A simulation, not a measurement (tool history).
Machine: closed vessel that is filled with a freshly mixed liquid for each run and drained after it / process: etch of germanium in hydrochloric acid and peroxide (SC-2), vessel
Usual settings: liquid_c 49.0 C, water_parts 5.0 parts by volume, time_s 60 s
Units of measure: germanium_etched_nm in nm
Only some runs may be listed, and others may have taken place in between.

run   hour  liquid_c  water_parts  time_s  read-back film thickness of the germanium reference wafer, read on the same gauge (nm)  germanium_etched_nm
  1    0.0      49.0          5.0      75                                                                                  119.98               213.88
  2   10.4      49.0          5.0      75                                                                                  119.98               213.54
  3   22.6      49.0          5.0      60                                                                                  119.97               170.69
  4   34.9      49.0          5.0      60                                                                                  120.03               171.27
  5   64.9      49.0          5.0      60                                                                                  120.01               172.07
  6   79.9      49.0          5.0      60                                                                                  120.00               171.75
  7   92.0      49.0          5.0      60                                                                                  119.96               171.24
  8  100.8      49.0          5.0      60                                                                                  120.02               171.94
  9  116.0      49.0          5.0      60                                                                                  120.02               171.86
     119.1  -- gauge calibrated
     132.2  -- chemicals flow meter replaced
 10  132.7      49.0          5.0      60                                                                                  120.00               171.93
 11  142.1      49.0          5.0      60                                                                                  120.04               171.48
 12  152.3      43.5          7.0      90                                                                                  119.97               213.52
 13  163.1      49.0          5.0      60                                                                                  120.03               172.27
 14  178.3      49.0          5.0      60                                                                                  120.01               172.00
 15  196.0      39.5          6.5      90                                                                                  120.03               187.59
 16  203.5      49.0          4.0      75                                                                                  120.01               216.25
     207.4  -- thermometer replaced
     209.5  -- new drum of peroxide connected
 17  215.2      41.0          6.0      90                                                                                  119.99               179.56
 18  221.3      44.0          6.5      60                                                                                  120.00               131.80
 19  232.9      49.0          6.0      35                                                                                  120.02                91.08
 20  240.0      49.0          4.0      70                                                                                  120.00               183.99
 21  256.2      49.0          6.0      60                                                                                  120.01               156.05
 22  263.1      54.0          6.5      40                                                                                  119.99               121.45

What if the next run were any one of these 5? Each begins from the tool's condition after run 22:
  A  263.8      49.0          5.0      60                                                                                       ?                    ?
  B  263.8      49.0          6.5      80                                                                                       ?                    ?
  C  263.8      55.0          7.0      40                                                                                       ?                    ?
  D  263.8      49.0          4.0      30                                                                                       ?                    ?
  E  263.8      43.0          4.0      35                                                                                       ?                    ?

run  read-back film thickness of the germanium reference wafer, read on the same gauge (nm)  germanium_etched_nm
  A                                                                                  119.95               156.70
  B                                                                                  119.95               207.05
  C                                                                                  119.95               124.55
  D                                                                                  119.95                78.61
  E                                                                                  119.95                75.16
With the hidden condition removed and each run's random variation left untouched, the same runs would have given:
run  germanium_etched_nm
  A               155.73
  B               205.79
  C               123.82
  D                78.13
  E                74.68
